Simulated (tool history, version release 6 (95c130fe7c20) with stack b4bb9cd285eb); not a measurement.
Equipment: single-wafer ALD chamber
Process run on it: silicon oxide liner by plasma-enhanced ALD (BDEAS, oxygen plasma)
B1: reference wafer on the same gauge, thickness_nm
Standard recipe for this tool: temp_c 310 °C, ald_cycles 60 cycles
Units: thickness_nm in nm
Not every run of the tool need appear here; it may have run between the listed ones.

Run 1, day 0: usual settings but temp_c 302 °C; B1 5.28. Result: thickness_nm 5.436 nm.
Run 2, day 3.129: usual settings but temp_c 302 °C; B1 5.278. Result: thickness_nm 5.443 nm.
Run 3, day 6.071: usual settings but temp_c 302 °C; B1 5.278. Result: thickness_nm 5.431 nm.
Run 4, day 9.504: usual settings but ald_cycles 53 cycles; B1 5.279. Result: thickness_nm 4.75 nm.
Run 5, day 11.067: usual settings but temp_c 317 °C; B1 5.28. Result: thickness_nm 5.299 nm.
Run 6, day 14.533: usual settings but temp_c 317 °C; B1 5.279. Result: thickness_nm 5.284 nm.
Run 7, day 17.775: usual settings but temp_c 317 °C; B1 5.28. Result: thickness_nm 5.297 nm.
Run 8, day 22.088: usual settings; B1 5.282. Result: thickness_nm 5.354 nm.
Run 9, day 25.45: usual settings; B1 5.282. Result: thickness_nm 5.368 nm.
Run 10, day 29.704: usual settings; B1 5.279. Result: thickness_nm 5.357 nm.
Run 11, day 40.521: usual settings; B1 5.281. Result: thickness_nm 5.36 nm.
Run 12, day 44.221: usual settings; B1 5.28. Result: thickness_nm 5.356 nm.
Run 13, day 45.954: usual settings; B1 5.282. Result: thickness_nm 5.378 nm.
At day 46.721: gauge calibrated.
Run 14, day 47.942: usual settings; B1 5.28. Result: thickness_nm 5.365 nm.
Run 15, day 52.121: usual settings; B1 5.281. Result: thickness_nm 5.351 nm.
Run 16, day 55.692: usual settings; B1 5.282. Result: thickness_nm 5.383 nm.
At day 60.708: thermocouple changed; heater temperature recalibrated.
Run 17, day 66.379: usual settings but ald_cycles 68 cycles; B1 5.282. Result: thickness_nm 6.04 nm.
Run 18, day 68.429: usual settings but temp_c 324 °C, ald_cycles 67 cycles; B1 5.279. Result: thickness_nm 5.802 nm.
Run 19, day 71.908: usual settings; B1 5.28. Result: thickness_nm 5.313 nm.
Run 20, day 74.496: usual settings; B1 5.28. Result: thickness_nm 5.317 nm.
Run 21, day 78.221: usual settings but temp_c 297 °C, ald_cycles 50 cycles; B1 5.281. Result: thickness_nm 4.5 nm.
Run 22, day 80.004: usual settings but temp_c 297 °C, ald_cycles 67 cycles; B1 5.279. Result: thickness_nm 6.07 nm.
Run 23, day 84.083: usual settings but temp_c 317 °C; B1 5.281. Result: thickness_nm 5.253 nm.
Run 24, day 87.15: usual settings; B1 5.281. Result: thickness_nm 5.305 nm.
Run 25, day 91.442: usual settings but temp_c 299 °C, ald_cycles 68 cycles; B1 5.278. Result: thickness_nm 6.12 nm.
At day 93.204: thermocouple changed; heater temperature recalibrated, repeated, since the last time left the tool worse.
Run 26, day 95.458: usual settings but temp_c 322 °C; B1 5.281. Result: thickness_nm 5.253 nm.
Run 27, day 97.15: usual settings but temp_c 316 °C; B1 5.277. Result: thickness_nm 5.331 nm.
Run 28, day 99.088: usual settings but ald_cycles 63 cycles; B1 5.283. Result: thickness_nm 5.665 nm.

For run 29, what comes out?
Run 29, day 102.521: usual settings but temp_c 322 °C, ald_cycles 69 cycles; B1 ?. Result: thickness_nm ?.

{"run 29": {"B1": 5.282, "thickness_nm": 6.035}}
If the tool had no hidden condition, the same run with the same run-to-run variation would have returned thickness_nm 6.046 nm.

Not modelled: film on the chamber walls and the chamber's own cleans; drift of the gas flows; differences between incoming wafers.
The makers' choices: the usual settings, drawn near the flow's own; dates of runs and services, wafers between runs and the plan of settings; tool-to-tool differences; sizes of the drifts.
